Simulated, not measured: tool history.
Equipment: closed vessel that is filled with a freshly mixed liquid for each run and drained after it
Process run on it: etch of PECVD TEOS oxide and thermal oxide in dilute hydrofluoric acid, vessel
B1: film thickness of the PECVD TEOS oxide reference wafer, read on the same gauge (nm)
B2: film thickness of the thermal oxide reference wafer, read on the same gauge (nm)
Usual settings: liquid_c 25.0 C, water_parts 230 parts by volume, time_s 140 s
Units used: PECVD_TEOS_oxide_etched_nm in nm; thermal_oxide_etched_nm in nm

{"run": 1, "hour": 0.0, "liquid_c": 29.0, "water_parts": 230, "time_s": 140, "B1": 140.0, "B2": 69.997, "PECVD_TEOS_oxide_etched_nm": 11.24, "thermal_oxide_etched_nm": 3.242}
{"run": 2, "hour": 49.7, "liquid_c": 22.0, "water_parts": 230, "time_s": 140, "B1": 140.01, "B2": 69.971, "PECVD_TEOS_oxide_etched_nm": 8.86, "thermal_oxide_etched_nm": 2.509}
{"run": 3, "hour": 137.7, "liquid_c": 29.5, "water_parts": 155, "time_s": 100, "B1": 140.0, "B2": 69.982, "PECVD_TEOS_oxide_etched_nm": 13.39, "thermal_oxide_etched_nm": 3.753}
{"run": 4, "hour": 211.1, "liquid_c": 25.0, "water_parts": 230, "time_s": 140, "B1": 140.0, "B2": 70.018, "PECVD_TEOS_oxide_etched_nm": 9.91, "thermal_oxide_etched_nm": 2.794}
{"run": 5, "hour": 286.0, "liquid_c": 20.5, "water_parts": 305, "time_s": 140, "B1": 139.99, "B2": 70.017, "PECVD_TEOS_oxide_etched_nm": 5.84, "thermal_oxide_etched_nm": 1.679}
{"run": 6, "hour": 367.6, "liquid_c": 25.0, "water_parts": 230, "time_s": 140, "B1": 140.01, "B2": 70.038, "PECVD_TEOS_oxide_etched_nm": 9.85, "thermal_oxide_etched_nm": 2.791}
{"run": 7, "hour": 459.4, "liquid_c": 20.5, "water_parts": 230, "time_s": 140, "B1": 140.0, "B2": 69.991, "PECVD_TEOS_oxide_etched_nm": 8.36, "thermal_oxide_etched_nm": 2.413}
{"run": 8, "hour": 503.7, "liquid_c": 25.0, "water_parts": 230, "time_s": 140, "B1": 139.98, "B2": 70.02, "PECVD_TEOS_oxide_etched_nm": 9.85, "thermal_oxide_etched_nm": 2.86}
{"run": 9, "hour": 553.9, "liquid_c": 25.0, "water_parts": 230, "time_s": 140, "B1": 139.99, "B2": 70.013, "PECVD_TEOS_oxide_etched_nm": 9.88, "thermal_oxide_etched_nm": 2.773}
{"run": 10, "hour": 615.0, "liquid_c": 28.0, "water_parts": 160, "time_s": 115, "B1": 140.0, "B2": 70.007, "PECVD_TEOS_oxide_etched_nm": 14.18, "thermal_oxide_etched_nm": 4.02}
{"run": 11, "hour": 687.5, "liquid_c": 25.0, "water_parts": 230, "time_s": 140, "B1": 139.99, "B2": 69.992, "PECVD_TEOS_oxide_etched_nm": 9.94, "thermal_oxide_etched_nm": 2.854}
{"run": 12, "hour": 829.0, "liquid_c": 25.0, "water_parts": 315, "time_s": 115, "B1": 140.0, "B2": 70.009, "PECVD_TEOS_oxide_etched_nm": 5.44, "thermal_oxide_etched_nm": 1.567}
{"run": 13, "hour": 904.8, "liquid_c": 25.0, "water_parts": 175, "time_s": 170, "B1": 139.98, "B2": 69.987, "PECVD_TEOS_oxide_etched_nm": 16.72, "thermal_oxide_etched_nm": 4.837}
{"run": 14, "hour": 942.1, "liquid_c": 21.0, "water_parts": 195, "time_s": 210, "B1": 139.99, "B2": 70.006, "PECVD_TEOS_oxide_etched_nm": 15.78, "thermal_oxide_etched_nm": 4.483}
{"run": 15, "hour": 1020.6, "liquid_c": 29.0, "water_parts": 180, "time_s": 180, "B1": 139.99, "B2": 69.992, "PECVD_TEOS_oxide_etched_nm": 19.97, "thermal_oxide_etched_nm": 5.713}
{"run": 16, "hour": 1096.9, "liquid_c": 22.5, "water_parts": 150, "time_s": 170, "B1": 140.0, "B2": 70.048, "PECVD_TEOS_oxide_etched_nm": 18.28, "thermal_oxide_etched_nm": 5.198}
{"run": 17, "hour": 1189.7, "liquid_c": 25.0, "water_parts": 270, "time_s": 140, "B1": 139.99, "B2": 70.007, "PECVD_TEOS_oxide_etched_nm": 8.2, "thermal_oxide_etched_nm": 2.327}
{"run": 18, "hour": 1233.4, "liquid_c": 25.0, "water_parts": 230, "time_s": 100, "B1": 140.0, "B2": 69.974, "PECVD_TEOS_oxide_etched_nm": 7.09, "thermal_oxide_etched_nm": 2.038}
{"run": 19, "hour": 1338.3, "liquid_c": 25.0, "water_parts": 295, "time_s": 140, "B1": 140.02, "B2": 69.979, "PECVD_TEOS_oxide_etched_nm": 7.27, "thermal_oxide_etched_nm": 2.059}
{"run": 20, "hour": 1439.9, "liquid_c": 27.5, "water_parts": 135, "time_s": 140, "B1": 140.02, "B2": 70.005, "PECVD_TEOS_oxide_etched_nm": 20.8, "thermal_oxide_etched_nm": 6.024}
{"run": 21, "hour": 1543.3, "liquid_c": 22.0, "water_parts": 230, "time_s": 190, "B1": 140.02, "B2": 69.974, "PECVD_TEOS_oxide_etched_nm": 12.06, "thermal_oxide_etched_nm": 3.463}
{"run": 22, "hour": 1791.4, "liquid_c": 25.0, "water_parts": 230, "time_s": 165, "B1": 139.98, "B2": 69.998, "PECVD_TEOS_oxide_etched_nm": 11.75, "thermal_oxide_etched_nm": 3.421}
{"run": 23, "hour": 1836.1, "liquid_c": 25.0, "water_parts": 230, "time_s": 75, "B1": 140.01, "B2": 70.014, "PECVD_TEOS_oxide_etched_nm": 5.37, "thermal_oxide_etched_nm": 1.535}
{"run": 24, "hour": 1887.5, "liquid_c": 26.5, "water_parts": 340, "time_s": 70, "B1": 139.99, "B2": 70.011, "PECVD_TEOS_oxide_etched_nm": 3.18, "thermal_oxide_etched_nm": 0.917}
{"run": 25, "hour": 1952.4, "liquid_c": 25.0, "water_parts": 125, "time_s": 140, "B1": 140.0, "B2": 70.003, "PECVD_TEOS_oxide_etched_nm": 20.89, "thermal_oxide_etched_nm": 5.922}
{"run": 26, "hour": 2009.1, "liquid_c": 25.0, "water_parts": 230, "time_s": 140, "B1": 140.0, "B2": 69.984, "PECVD_TEOS_oxide_etched_nm": 9.73, "thermal_oxide_etched_nm": 2.777}

Not shown here: 3 entries made in the log between runs. Locate each between two listed runs and compare the hidden state at the listed run before it with the hidden state at the listed run after it:
Between runs 11 and 12: hydrofluoric acid flow meter replaced (hour 758.2)
  liquid hotter than its thermometer reads (K): 0.496 -> 0.536
  measured minus no-state result, PECVD_TEOS_oxide_etched_nm: +0.17 -> +0.10 nm; thermal_oxide_etched_nm: +0.050 -> +0.029 nm
Between runs 14 and 15: gauge calibrated (hour 943.7)
  liquid hotter than its thermometer reads (K): 0.567 -> 0.589
  measured minus no-state result, PECVD_TEOS_oxide_etched_nm: +0.34 -> +0.41 nm; thermal_oxide_etched_nm: +0.097 -> +0.118 nm
Between runs 25 and 26: thermometer replaced (hour 1977.8)
  liquid hotter than its thermometer reads (K): 0.849 -> 0.121
  measured minus no-state result, PECVD_TEOS_oxide_etched_nm: +0.67 -> +0.04 nm; thermal_oxide_etched_nm: +0.190 -> +0.012 nm
